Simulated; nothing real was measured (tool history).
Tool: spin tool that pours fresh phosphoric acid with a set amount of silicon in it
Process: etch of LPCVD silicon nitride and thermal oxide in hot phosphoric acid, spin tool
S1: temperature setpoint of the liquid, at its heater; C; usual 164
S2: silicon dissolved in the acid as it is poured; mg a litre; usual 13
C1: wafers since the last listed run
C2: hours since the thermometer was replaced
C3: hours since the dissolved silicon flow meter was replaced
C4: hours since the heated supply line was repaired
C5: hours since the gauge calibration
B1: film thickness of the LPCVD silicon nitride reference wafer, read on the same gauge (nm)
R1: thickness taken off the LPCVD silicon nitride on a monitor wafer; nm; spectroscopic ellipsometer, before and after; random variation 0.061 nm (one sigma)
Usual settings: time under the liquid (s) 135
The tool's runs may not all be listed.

{"run": 1, "hour": 0.0, "S1": 164, "S2": 13, "time under the liquid (s)": 135, "C1": 0, "C2": 2674.3, "C3": 919, "C4": 871.4, "C5": 256.5, "B1": 60.01, "R1": 15.52}
{"run": 2, "hour": 25.4, "S1": 164, "S2": 13, "time under the liquid (s)": 135, "C1": 231, "C2": 2699.7, "C3": 944.4, "C4": 896.8, "C5": 281.9, "B1": 59.98, "R1": 15.46}
{"run": 3, "hour": 56.7, "S1": 164, "S2": 13, "time under the liquid (s)": 135, "C1": 284, "C2": 2731, "C3": 975.7, "C4": 928.1, "C5": 313.2, "B1": 59.97, "R1": 15.48}
{"run": 4, "hour": 91.5, "S1": 164, "S2": 13, "time under the liquid (s)": 135, "C1": 316, "C2": 2765.8, "C3": 1010.5, "C4": 962.9, "C5": 348, "B1": 60, "R1": 15.49}
{"run": 5, "hour": 122.8, "S1": 164, "S2": 17, "time under the liquid (s)": 135, "C1": 284, "C2": 2797.1, "C3": 1041.8, "C4": 994.2, "C5": 379.3, "B1": 60.02, "R1": 15.41}
{"run": 6, "hour": 140.7, "S1": 164, "S2": 17, "time under the liquid (s)": 135, "C1": 162, "C2": 2815, "C3": 1059.7, "C4": 1012.1, "C5": 397.2, "B1": 59.98, "R1": 15.41}
{"run": 7, "hour": 161.5, "S1": 162, "S2": 13, "time under the liquid (s)": 135, "C1": 189, "C2": 2835.8, "C3": 1080.5, "C4": 1032.9, "C5": 418, "B1": 60, "R1": 14.34}
{"run": 8, "hour": 195.1, "S1": 163, "S2": 13, "time under the liquid (s)": 135, "C1": 305, "C2": 2869.4, "C3": 1114.1, "C4": 1066.5, "C5": 451.6, "B1": 59.99, "R1": 14.84}
{"hour": 211.1, "done": "gauge calibrated"}
{"run": 9, "hour": 220.3, "S1": 166, "S2": 13, "time under the liquid (s)": 135, "C1": 229, "C2": 2894.6, "C3": 1139.3, "C4": 1091.7, "C5": 9.2, "B1": 59.98, "R1": 16.42}
{"run": 10, "hour": 238.8, "S1": 166, "S2": 13, "time under the liquid (s)": 135, "C1": 168, "C2": 2913.1, "C3": 1157.8, "C4": 1110.2, "C5": 27.7, "B1": 59.98, "R1": 16.37}
{"hour": 263.4, "done": "thermometer replaced"}
{"run": 11, "hour": 263.9, "S1": 166, "S2": 13, "time under the liquid (s)": 135, "C1": 219, "C2": 0.5, "C3": 1182.9, "C4": 1135.3, "C5": 52.8, "B1": 60.01, "R1": 16.48}
{"run": 12, "hour": 293.8, "S1": 164, "S2": 13, "time under the liquid (s)": 135, "C1": 271, "C2": 30.4, "C3": 1212.8, "C4": 1165.2, "C5": 82.7, "B1": 60.01, "R1": 15.32}
{"hour": 298.5, "done": "dissolved silicon flow meter replaced"}
{"run": 13, "hour": 319.1, "S1": 162.5, "S2": 16.5, "time under the liquid (s)": 175, "C1": 221, "C2": 55.7, "C3": 20.6, "C4": 1190.5, "C5": 108, "B1": 60, "R1": 18.8}
{"run": 14, "hour": 334.3, "S1": 164, "S2": 18, "time under the liquid (s)": 135, "C1": 138, "C2": 70.9, "C3": 35.8, "C4": 1205.7, "C5": 123.2, "B1": 59.99, "R1": 15.24}
{"run": 15, "hour": 364.7, "S1": 163, "S2": 13, "time under the liquid (s)": 135, "C1": 276, "C2": 101.3, "C3": 66.2, "C4": 1236.1, "C5": 153.6, "B1": 60.01, "R1": 14.73}
{"hour": 377.5, "done": "heated supply line repaired"}
{"run": 16, "hour": 381.8, "S1": 165, "S2": 22, "time under the liquid (s)": 90, "C1": 146, "C2": 118.4, "C3": 83.3, "C4": 4.3, "C5": 170.7, "B1": 59.98, "R1": 10.01}
{"run": 17, "hour": 403.6, "S1": 164, "S2": 13, "time under the liquid (s)": 135, "C1": 198, "C2": 140.2, "C3": 105.1, "C4": 26.1, "C5": 192.5, "B1": 60.01, "R1": 14.49}
{"run": 18, "hour": 437.2, "S1": 162.5, "S2": 13, "time under the liquid (s)": 70, "C1": 305, "C2": 173.8, "C3": 138.7, "C4": 59.7, "C5": 226.1, "B1": 59.99, "R1": 7.15}
{"hour": 457.9, "done": "heated supply line repaired, repeated, since the last time left the tool worse"}
{"run": 19, "hour": 468.5, "S1": 164, "S2": 13, "time under the liquid (s)": 165, "C1": 275, "C2": 205.1, "C3": 170, "C4": 10.6, "C5": 257.4, "B1": 59.98, "R1": 19.74}
{"run": 20, "hour": 502.1, "S1": 164, "S2": 13, "time under the liquid (s)": 135, "C1": 305, "C2": 238.7, "C3": 203.6, "C4": 44.2, "C5": 291, "B1": 60.02, "R1": 16.1}
{"run": 21, "hour": 522.1, "S1": 162.5, "S2": 13, "time under the liquid (s)": 70, "C1": 181, "C2": 258.7, "C3": 223.6, "C4": 64.2, "C5": 311, "B1": 60, "R1": 7.93}
{"run": 22, "hour": 547.2, "S1": 166, "S2": 23, "time under the liquid (s)": 135, "C1": 228, "C2": 283.8, "C3": 248.7, "C4": 89.3, "C5": 336.1, "B1": 60.03, "R1": 17.21}
{"run": 23, "hour": 575.7, "S1": 166, "S2": 7, "time under the liquid (s)": 105, "C1": 259, "C2": 312.3, "C3": 277.2, "C4": 117.8, "C5": 364.6, "B1": 60, "R1": 13.36}

Some steps in R1 between neighbouring runs. How much of each would the tool show without its hidden state too (settings, what came in, random variation), and how much is left for the hidden state, with any gauge scatter that isn't in both results?
The hidden state here: liquid colder than its thermometer reads (K); dissolved silicon flow above the setpoint (%); temperature lost on the way to the wafer (K); gauge reads high (%).
Run 17 -> 18: S1 164 -> 162.5, time under the liquid (s) 135 -> 70. R1 -7.34 nm: hidden state +0.84, all else -8.18.
Run 18 -> 19: S1 162.5 -> 164, time under the liquid (s) 70 -> 165, heated supply line repaired, repeated, since the last time left the tool worse. R1 +12.59 nm: hidden state +0.81, all else +11.78.
Run 21 -> 22: S1 162.5 -> 166, S2 13 -> 23, time under the liquid (s) 70 -> 135. R1 +9.28 nm: hidden state -0.06, all else +9.34.
